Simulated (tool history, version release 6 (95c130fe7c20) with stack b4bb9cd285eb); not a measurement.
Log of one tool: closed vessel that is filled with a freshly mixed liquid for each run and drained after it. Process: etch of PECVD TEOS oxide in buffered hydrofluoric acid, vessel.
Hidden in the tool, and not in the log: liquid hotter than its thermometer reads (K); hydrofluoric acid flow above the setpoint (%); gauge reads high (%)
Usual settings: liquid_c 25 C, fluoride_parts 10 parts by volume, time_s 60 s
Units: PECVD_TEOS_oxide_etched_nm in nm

run	day	liquid_c	fluoride_parts	time_s	wafers since the last listed run	hours since the thermometer was replaced	hours since the hydrofluoric acid flow meter was replaced	hours since the gauge calibration	read-back film thickness of the PECVD TEOS oxide reference wafer, read on the same gauge (nm)	PECVD_TEOS_oxide_etched_nm
1	0	25	10	60	0	380.7	2180	40.1	110	228.08
2	0.546	25	12	60	1890	393.8	2193.1	53.2	109.96	190.23
3	1.175	25	12	60	2178	408.9	2208.2	68.3	110	193.81
4	1.596	25	12	60	1457	419	2218.3	78.4	110.01	193.85
5	1.988	25	10	85	1356	428.4	2227.7	87.8	110.01	323.79
6	2.729	25	10	85	2568	446.2	2245.5	105.6	109.99	326.16
7	3.646	25	10	45	3174	468.2	2267.5	127.6	109.97	174.85
8	4.004	25	10	45	1240	476.8	2276.1	136.2	110	173.39
9	4.396	25	10	45	1356	486.2	2285.5	145.6	109.97	175.88
10	4.738	25	10	60	1183	494.4	2293.7	153.8	109.99	233.1
11	5.462	25	10	60	2510	511.8	2311.1	171.2	110	232.03
12	6.196	22	10	60	2539	529.4	2328.7	188.8	110.02	198.51
13	6.883	25	10	60	2380	545.9	2345.2	205.3	109.99	236.03
# day 7.425: gauge calibrated
14	7.442	29	10	60	1933	559.3	2358.6	0.4	109.99	289.49
15	7.946	25	10	60	1745	571.4	2370.7	12.5	109.97	234.27
16	9.583	29	10	80	5670	610.7	2410	51.8	110	392.59
17	9.954	25	10	90	1284	619.6	2418.9	60.7	110.01	362.77
18	10.296	30	7.5	40	1183	627.8	2427.1	68.9	109.98	269.03
19	10.671	29	10	80	1298	636.8	2436.1	77.9	109.97	395.14
# day 10.717: hydrofluoric acid flow meter replaced
# day 11.108: thermometer replaced
20	11.362	25	12	35	2106	6.1	15.5	94.5	110.01	102.97
21	11.825	25	9	60	1601	17.2	26.6	105.6	110.03	226.93
22	12.288	25	7	90	1601	28.3	37.7	116.7	110.02	443.9
23	12.562	25	10	60	952	34.9	44.3	123.3	110	212.22
24	12.896	25	10	60	1154	42.9	52.3	131.3	110.02	212.62
25	13.483	25	7	60	2034	57	66.4	145.4	110	298.51
26	14.121	26.5	12.5	90	2207	72.3	81.7	160.7	109.99	278.39
27	14.417	20.5	13	75	1024	79.4	88.8	167.8	109.99	162.19

Forecast each of these 4 alternatives for the next run:
A	14.446	20	10	60	101	80.1	89.5	168.5	?	?
B	14.446	23	12.5	50	101	80.1	89.5	168.5	?	?
C	14.446	29	11.5	35	101	80.1	89.5	168.5	?	?
D	14.446	27	12.5	60	101	80.1	89.5	168.5	?	?

run	read-back film thickness of the PECVD TEOS oxide reference wafer, read on the same gauge (nm)	PECVD_TEOS_oxide_etched_nm
A	110.03	163.33
B	110.03	129.24
C	110.03	135.49
D	110.03	192.56
Without the tool's hidden state the same runs would have given:
run	PECVD_TEOS_oxide_etched_nm
A	160.26
B	126.85
C	133.08
D	189.09
